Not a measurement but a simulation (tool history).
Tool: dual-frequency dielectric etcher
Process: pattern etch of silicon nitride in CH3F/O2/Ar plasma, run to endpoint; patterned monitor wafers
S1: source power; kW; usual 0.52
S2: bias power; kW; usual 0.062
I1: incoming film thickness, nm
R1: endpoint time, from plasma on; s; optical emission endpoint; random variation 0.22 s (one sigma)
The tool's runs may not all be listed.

| run | hour | S1 | S2 | I1 | R1 |
|---|---|---|---|---|---|
| 1 | 0 | 0.52 | 0.062 | 24.06 | 32.2 |
| 2 | 13.4 | 0.52 | 0.062 | 24.23 | 32.4 |
|  | 40.7 | upper electrode replaced |
| 3 | 41.2 | 0.52 | 0.062 | 23.84 | 31.6 |
| 4 | 41.6 | 0.52 | 0.062 | 23.99 | 32.4 |
| 5 | 84 | 0.52 | 0.062 | 24.32 | 33 |
|  | 96.2 | bias power generator calibrated |
| 6 | 96.7 | 0.52 | 0.062 | 24.28 | 33 |
| 7 | 107.1 | 0.52 | 0.062 | 24.13 | 32.3 |
| 8 | 124.9 | 0.52 | 0.062 | 24.21 | 32.4 |
| 9 | 141 | 0.52 | 0.062 | 23.96 | 31.7 |
| 10 | 157.6 | 0.52 | 0.062 | 24.2 | 32.4 |
| 11 | 167.5 | 0.52 | 0.062 | 24.01 | 32.4 |
| 12 | 180 | 0.52 | 0.062 | 24.04 | 32 |
| 13 | 193.3 | 0.52 | 0.051 | 23.86 | 33.8 |
| 14 | 200.1 | 0.52 | 0.062 | 24.28 | 32.5 |
| 15 | 210.5 | 0.44 | 0.067 | 24.06 | 34 |
| 16 | 223.6 | 0.52 | 0.051 | 24.07 | 33.7 |
|  | 235.9 | source power generator calibrated |
| 17 | 237.9 | 0.44 | 0.067 | 24.23 | 34.2 |
| 18 | 246.3 | 0.4 | 0.068 | 24.1 | 35.4 |
| 19 | 260.5 | 0.59 | 0.056 | 24.01 | 31.1 |
| 20 | 275.5 | 0.63 | 0.049 | 24.02 | 30.9 |
| 21 | 285 | 0.52 | 0.067 | 24 | 30.9 |
| 22 | 299.7 | 0.56 | 0.054 | 24.14 | 32.3 |
| 23 | 311.3 | 0.64 | 0.076 | 24.09 | 26.8 |
|  | 343.1 | wet clean of the chamber |
| 24 | 343.6 | 0.48 | 0.049 | 24.45 | 37.7 |
| 25 | 353.9 | 0.52 | 0.062 | 24.22 | 33 |
| 26 | 369.4 | 0.62 | 0.049 | 23.98 | 32.4 |
| 27 | 380.5 | 0.56 | 0.062 | 24.33 | 32.3 |
| 28 | 398 | 0.62 | 0.072 | 23.95 | 28.4 |
| 29 | 405.5 | 0.52 | 0.062 | 23.91 | 32.8 |
| 30 | 423.5 | 0.57 | 0.052 | 23.95 | 33.4 |
| 31 | 435.7 | 0.62 | 0.077 | 24.15 | 28.2 |
| 32 | 449.3 | 0.52 | 0.062 | 24.07 | 32.7 |
| 33 | 463 | 0.52 | 0.062 | 24.09 | 32.6 |
| 34 | 478.6 | 0.58 | 0.076 | 24.25 | 29.4 |
| 35 | 486.7 | 0.45 | 0.049 | 24.1 | 37.8 |

Hidden state or all else? Some run-to-run changes of R1, split into what the settings, what came in and random variation would give without the hidden state, and what is left for the hidden state (with any gauge scatter that isn't in both results):
The hidden state here: etch rate over this chamber's usual, %; source power that arrives over what is set, %; bias power that arrives over what is set, %.
Run 4 -> 5: no setting changed, nothing entered. R1 +0.6 s: hidden state -0.2, all else +0.8.
Run 12 -> 13: S2 0.062 -> 0.051. R1 +1.8 s: hidden state -0.2, all else +2.
Run 22 -> 23: S1 0.56 -> 0.64, S2 0.054 -> 0.076. R1 -5.5 s: hidden state +0.1, all else -5.6.
Run 23 -> 24: S1 0.64 -> 0.48, S2 0.076 -> 0.049, wet clean of the chamber. R1 +10.9 s: hidden state +1.2, all else +9.7.
Run 34 -> 35: S1 0.58 -> 0.45, S2 0.076 -> 0.049. R1 +8.4 s: hidden state -0.1, all else +8.5.
